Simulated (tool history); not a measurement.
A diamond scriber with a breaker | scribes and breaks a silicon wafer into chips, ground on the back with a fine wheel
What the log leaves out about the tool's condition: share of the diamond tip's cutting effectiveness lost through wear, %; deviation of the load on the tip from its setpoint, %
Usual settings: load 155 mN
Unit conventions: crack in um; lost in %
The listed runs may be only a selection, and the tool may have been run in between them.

| run | hour | load | wafers since the last listed run | hours since the diamond tip was replaced | hours since the load on the tip was calibrated | incoming depth of the damage left on the back of the incoming wafer, um | crack | lost |
|---|---|---|---|---|---|---|---|---|
| 1 | 0.0 | 166 | 0 | 232.5 | 642.6 | 2.13 | 12.53 | 2.84 |
|  | 15.0 | diamond tip replaced by a new one |
| 2 | 59.7 | 166 | 233 | 44.7 | 702.3 | 2.86 | 12.54 | 3.90 |
| 3 | 104.3 | 155 | 180 | 89.3 | 746.9 | 2.94 | 11.98 | 6.31 |
| 4 | 159.4 | 155 | 222 | 144.4 | 802.0 | 2.42 | 12.13 | 5.69 |
| 5 | 191.2 | 155 | 128 | 176.2 | 833.8 | 2.14 | 11.85 | 5.90 |
| 6 | 257.5 | 126 | 268 | 242.5 | 900.1 | 1.55 | 10.43 | 21.20 |
|  | 275.0 | diamond tip replaced by a new one |
| 7 | 314.2 | 126 | 221 | 39.2 | 956.8 | 2.45 | 10.44 | 22.20 |
| 8 | 358.8 | 155 | 180 | 83.8 | 1001.4 | 2.09 | 11.90 | 6.19 |
| 9 | 395.3 | 155 | 147 | 120.3 | 1037.9 | 2.09 | 11.78 | 6.69 |
| 10 | 465.6 | 155 | 284 | 190.6 | 1108.2 | 2.63 | 11.83 | 7.27 |
| 11 | 504.7 | 155 | 158 | 229.7 | 1147.3 | 2.94 | 11.75 | 7.72 |
|  | 542.6 | diamond tip replaced by a new one |
| 12 | 575.1 | 155 | 276 | 32.5 | 1217.7 | 2.38 | 11.73 | 7.40 |
| 13 | 607.2 | 194 | 129 | 64.6 | 1249.8 | 1.69 | 13.64 | 2.14 |
| 14 | 643.4 | 138 | 146 | 100.8 | 1286.0 | 2.64 | 10.93 | 14.80 |
| 15 | 684.3 | 122 | 165 | 141.7 | 1326.9 | 2.68 | 9.86 | 26.89 |
|  | 696.2 | load on the tip recalibrated |
|  | 775.2 | diamond tip replaced by a new one |
| 16 | 820.3 | 189 | 534 | 45.1 | 124.1 | 1.93 | 14.31 | 5.24 |
| 17 | 879.2 | 169 | 238 | 104.0 | 183.0 | 1.81 | 13.44 | 1.99 |
| 18 | 934.2 | 136 | 222 | 159.0 | 238.0 | 1.55 | 11.44 | 8.88 |
| 19 | 970.4 | 110 | 146 | 195.2 | 274.2 | 2.66 | 9.84 | 26.83 |
| 20 | 1006.5 | 117 | 146 | 231.3 | 310.3 | 2.74 | 10.08 | 23.96 |
|  | 1012.6 | diamond tip replaced by a new one |
| 21 | 1051.1 | 135 | 172 | 38.5 | 354.9 | 2.82 | 11.42 | 11.57 |
| 22 | 1111.3 | 155 | 243 | 98.7 | 415.1 | 2.41 | 12.33 | 4.40 |
| 23 | 1141.1 | 190 | 120 | 128.5 | 444.9 | 2.97 | 14.22 | 3.46 |
| 24 | 1169.8 | 155 | 116 | 157.2 | 473.6 | 2.27 | 12.16 | 4.52 |

Measured less the same run without the tool's hidden state. The same run-to-run variation is in both; the gauge's scatter may not be:
| run | crack | lost |
|---|---|---|
| 1 | -1.25 | +0.23 |
| 2 | -1.31 | +0.57 |
| 3 | -1.28 | +3.70 |
| 4 | -1.33 | +3.64 |
| 5 | -1.31 | +3.91 |
| 6 | -1.19 | +12.76 |
| 7 | -1.21 | +13.09 |
| 8 | -1.40 | +4.26 |
| 9 | -1.40 | +4.63 |
| 10 | -1.43 | +4.83 |
| 11 | -1.43 | +4.96 |
| 12 | -1.45 | +5.10 |
| 13 | -1.69 | -7.09 |
| 14 | -1.36 | +10.26 |
| 15 | -1.23 | +15.32 |
| 16 | -0.52 | -2.84 |
| 17 | -0.64 | -1.16 |
| 18 | -0.66 | +4.36 |
| 19 | -0.62 | +8.15 |
| 20 | -0.68 | +8.82 |
| 21 | -0.85 | +5.96 |
| 22 | -1.00 | +2.22 |
| 23 | -1.20 | -4.72 |
| 24 | -1.06 | +2.49 |
